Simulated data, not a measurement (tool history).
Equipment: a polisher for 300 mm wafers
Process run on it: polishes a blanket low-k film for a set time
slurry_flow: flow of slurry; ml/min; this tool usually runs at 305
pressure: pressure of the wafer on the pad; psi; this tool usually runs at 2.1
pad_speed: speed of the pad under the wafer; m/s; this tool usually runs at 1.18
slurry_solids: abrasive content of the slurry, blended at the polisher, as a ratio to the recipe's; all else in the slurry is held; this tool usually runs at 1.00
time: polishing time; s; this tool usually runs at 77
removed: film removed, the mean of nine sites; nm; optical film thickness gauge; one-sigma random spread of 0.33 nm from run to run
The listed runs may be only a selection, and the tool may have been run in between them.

run	day	slurry_flow	pressure	pad_speed	slurry_solids	time	incoming thickness of the incoming film, nm	removed
1	0.000	305	2.1	1.18	1.00	77	727.1	35.4
2	0.279	305	2.1	1.18	1.00	77	730.2	35.3
3	0.933	305	2.1	0.94	1.00	77	731.5	30.9
4	1.388	305	2.1	1.30	1.10	77	736.0	39.9
5	2.133	305	2.1	1.30	1.10	77	742.4	39.7
6	2.825	305	2.1	1.30	1.10	77	743.6	40.3
7	3.171	305	1.5	1.18	1.00	77	728.3	26.9
# day 3.679: conditioning disc replaced and pad reconditioned
8	3.700	305	2.6	1.18	1.00	77	718.8	51.7
9	3.988	305	2.6	1.18	1.00	77	739.4	50.5
10	4.525	305	2.1	1.28	1.00	77	717.8	43.5
# day 4.838: slurry blender recalibrated
# day 4.967: head pressure recalibrated
11	5.054	305	1.8	0.92	1.20	68	724.6	28.7
12	5.450	305	2.1	1.18	0.75	77	723.8	32.8
13	5.833	305	2.7	1.18	1.00	77	723.2	49.7
14	6.312	305	2.1	1.18	0.80	77	722.9	34.4
# day 6.633: worn pad replaced by a new one
# day 6.921: slurry nozzle cleaned
15	6.942	280	2.1	1.18	1.00	77	734.3	38.6
16	7.575	305	2.1	1.18	0.80	77	738.3	33.4
17	7.954	305	2.1	1.18	1.00	77	727.5	38.6
18	8.454	305	2.1	1.18	1.00	77	735.5	38.6
19	9.125	305	2.1	1.52	1.00	77	735.3	44.6
20	9.779	305	2.1	1.18	1.00	77	723.0	37.3

Here are 5 independent what-if runs from the current tool condition. What would each one return?
A	9.796	305	2.5	1.18	1.00	77	719.4	?
B	9.796	305	2.1	1.18	1.00	56	719.4	?
C	9.796	305	2.1	1.18	1.00	69	719.4	?
D	9.796	395	2.1	0.88	1.00	77	719.4	?
E	9.796	305	2.1	1.18	1.15	77	719.4	?

run	removed
A	43.6
B	27.4
C	33.8
D	31.3
E	40.8
With the hidden condition removed and each run's random variation left untouched, the same runs would have given:
run	removed
A	51.9
B	32.0
C	39.5
D	35.4
E	47.6
